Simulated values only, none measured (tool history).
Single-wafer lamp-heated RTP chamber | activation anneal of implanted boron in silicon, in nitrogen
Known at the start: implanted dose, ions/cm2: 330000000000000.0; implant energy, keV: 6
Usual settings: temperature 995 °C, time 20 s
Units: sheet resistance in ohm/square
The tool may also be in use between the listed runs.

run   hour  temperature  time  read-back reference wafer on the same gauge, sheet resistance  sheet resistance
  1    0.0          995    20                                                         285.96            338.71
  2   20.0          995    20                                                         285.95            338.16
  3   53.4          995    20                                                         285.94            337.97
  4   80.7          995    20                                                         285.99            337.54
  5  104.1          995    20                                                         285.99            338.99
  6  125.1          995    20                                                         285.92            338.36
  7  140.0          995    20                                                         285.95            337.33
  8  159.8          995    20                                                         285.97            337.20
  9  189.9          995    20                                                         286.07            336.68
 10  252.2          995    20                                                         286.05            339.70
 11  270.7          995    20                                                         286.06            338.86
 12  290.6          995    20                                                         286.00            338.84
 13  308.1          995    20                                                         286.02            339.11
 14  325.3          995    20                                                         286.05            339.31
 15  343.0         1021    11                                                         286.01            336.46
 16  369.5         1009    13                                                         286.03            338.02
 17  403.5         1007    16                                                         285.91            336.24
 18  428.6         1009    24                                                         286.02            334.33
 19  458.0          970    20                                                         285.99            351.01
 20  487.5          968    31                                                         286.11            348.65
 21  515.9          968    31                                                         286.01            349.15
 22  538.1          995    20                                                         286.01            339.64
 23  566.1         1011     9                                                         286.05            339.63
 24  586.0          983    20                                                         286.05            342.14
 25  603.9          995    20                                                         285.96            337.50
 26  620.0          995    20                                                         286.02            337.55
 27  652.3          995    25                                                         286.00            336.29
 28  681.1          973    16                                                         285.96            344.84
 29  710.7          982    29                                                         286.00            340.75
 30  743.3          985    30                                                         286.04            339.93
 31  769.8          995    20                                                         286.02            338.87
 32  787.3          995    17                                                         285.98            339.65
 33  799.4          995    20                                                         285.95            339.54
 34  813.7          978     9                                                         286.05            349.21
 35  831.4          995    23                                                         286.02            337.22
 36  862.4          985    20                                                         285.96            341.51
 37  878.6         1007    31                                                         285.93            333.27

Taken out of this log: 5 entries between the listed runs. Where each belongs, and how the hidden state differs across it:
Between runs 9 and 10: pyrometer window cleaned and pyrometer calibrated (hour 198.5)
  true wafer temperature minus pyrometer reading, K: 15 -> 0.935
  measured less the result without the state, sheet resistance: -3.11 -> -0.24 ohm/square
Between runs 16 and 17: reflector plate cleaned (hour 390.8); gauge calibrated (hour 397.2)
  true wafer temperature minus pyrometer reading, K: 5.87 -> 8.26
  measured less the result without the state, sheet resistance: -0.85 -> -1.24 ohm/square
Between runs 18 and 19: pyrometer window cleaned and pyrometer calibrated (hour 442.3)
  true wafer temperature minus pyrometer reading, K: 10.3 -> 0.365
  measured less the result without the state, sheet resistance: -1.52 -> -0.32 ohm/square
Between runs 28 and 29: pyrometer window cleaned and pyrometer calibrated (hour 710.2)
  true wafer temperature minus pyrometer reading, K: 11 -> 1.15
  measured less the result without the state, sheet resistance: -6.58 -> -0.44 ohm/square
